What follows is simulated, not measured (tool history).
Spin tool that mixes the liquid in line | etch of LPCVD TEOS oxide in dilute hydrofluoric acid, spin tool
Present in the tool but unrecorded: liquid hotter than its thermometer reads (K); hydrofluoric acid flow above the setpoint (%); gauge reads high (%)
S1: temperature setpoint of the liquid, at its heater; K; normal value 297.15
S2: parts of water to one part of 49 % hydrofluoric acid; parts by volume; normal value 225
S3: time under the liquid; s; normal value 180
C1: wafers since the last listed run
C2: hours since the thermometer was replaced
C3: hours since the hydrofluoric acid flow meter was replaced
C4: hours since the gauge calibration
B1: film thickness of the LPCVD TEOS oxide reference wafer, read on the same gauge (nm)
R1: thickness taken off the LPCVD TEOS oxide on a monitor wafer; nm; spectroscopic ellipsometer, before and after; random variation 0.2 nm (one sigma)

Run 1, hour 0: usual settings; C1 0; C2 942.8; C3 42.3; C4 873.5; B1 112.52. Result: R1 32.25 nm.
Run 2, hour 91.5: usual settings; C1 578; C2 1034.3; C3 133.8; C4 965; B1 112.85. Result: R1 32.42 nm.
Run 3, hour 136.7: usual settings; C1 285; C2 1079.5; C3 179; C4 1010.2; B1 113.04. Result: R1 32.6 nm.
Run 4, hour 182.6: usual settings; C1 290; C2 1125.4; C3 224.9; C4 1056.1; B1 113.18. Result: R1 32.23 nm.
Run 5, hour 233.8: usual settings; C1 323; C2 1176.6; C3 276.1; C4 1107.3; B1 113.37. Result: R1 32.33 nm.
Run 6, hour 295.8: usual settings; C1 391; C2 1238.6; C3 338.1; C4 1169.3; B1 113.62. Result: R1 32.37 nm.
Run 7, hour 388.8: usual settings but S2 140 parts by volume; C1 587; C2 1331.6; C3 431.1; C4 1262.3; B1 113.98. Result: R1 57.91 nm.
Run 8, hour 461.9: usual settings but S2 140 parts by volume; C1 461; C2 1404.7; C3 504.2; C4 1335.4; B1 114.24. Result: R1 58.05 nm.
Run 9, hour 498.7: usual settings but S2 140 parts by volume; C1 232; C2 1441.5; C3 541; C4 1372.2; B1 114.37. Result: R1 58.31 nm.
Run 10, hour 563.5: usual settings; C1 409; C2 1506.3; C3 605.8; C4 1437; B1 114.61. Result: R1 32.8 nm.
Run 11, hour 639.7: usual settings but S2 155 parts by volume; C1 481; C2 1582.5; C3 682; C4 1513.2; B1 114.88. Result: R1 51.83 nm.
At hour 724.3: gauge calibrated.
Run 12, hour 728.4: usual settings but S2 155 parts by volume; C1 560; C2 1671.2; C3 770.7; C4 4.1; B1 110.43. Result: R1 49.83 nm.
At hour 743.7: thermometer replaced.
Run 13, hour 819.5: usual settings; C1 569; C2 75.8; C3 861.8; C4 95.2; B1 110.77. Result: R1 31.88 nm.
Run 14, hour 891.2: usual settings but S1 292.65 K, S2 305 parts by volume, S3 100 s; C1 453; C2 147.5; C3 933.5; C4 166.9; B1 111.01. Result: R1 10.27 nm.
Run 15, hour 953.6: usual settings but S1 298.65 K, S2 265 parts by volume, S3 105 s; C1 394; C2 209.9; C3 995.9; C4 229.3; B1 111.27. Result: R1 15.96 nm.
Run 16, hour 1049.2: usual settings; C1 604; C2 305.5; C3 1091.5; C4 324.9; B1 111.63. Result: R1 32.19 nm.

Run 17 has not been measured yet. What should we expect?
Run 17, hour 1305.7: usual settings; C1 1620; C2 562; C3 1348; C4 581.4; B1 ?. Result: R1 ?.

{"run 17": {"B1": 112.57, "R1": 32.39}}
The same run, on a tool lacking any hidden state, would have yielded R1 31.65 nm.
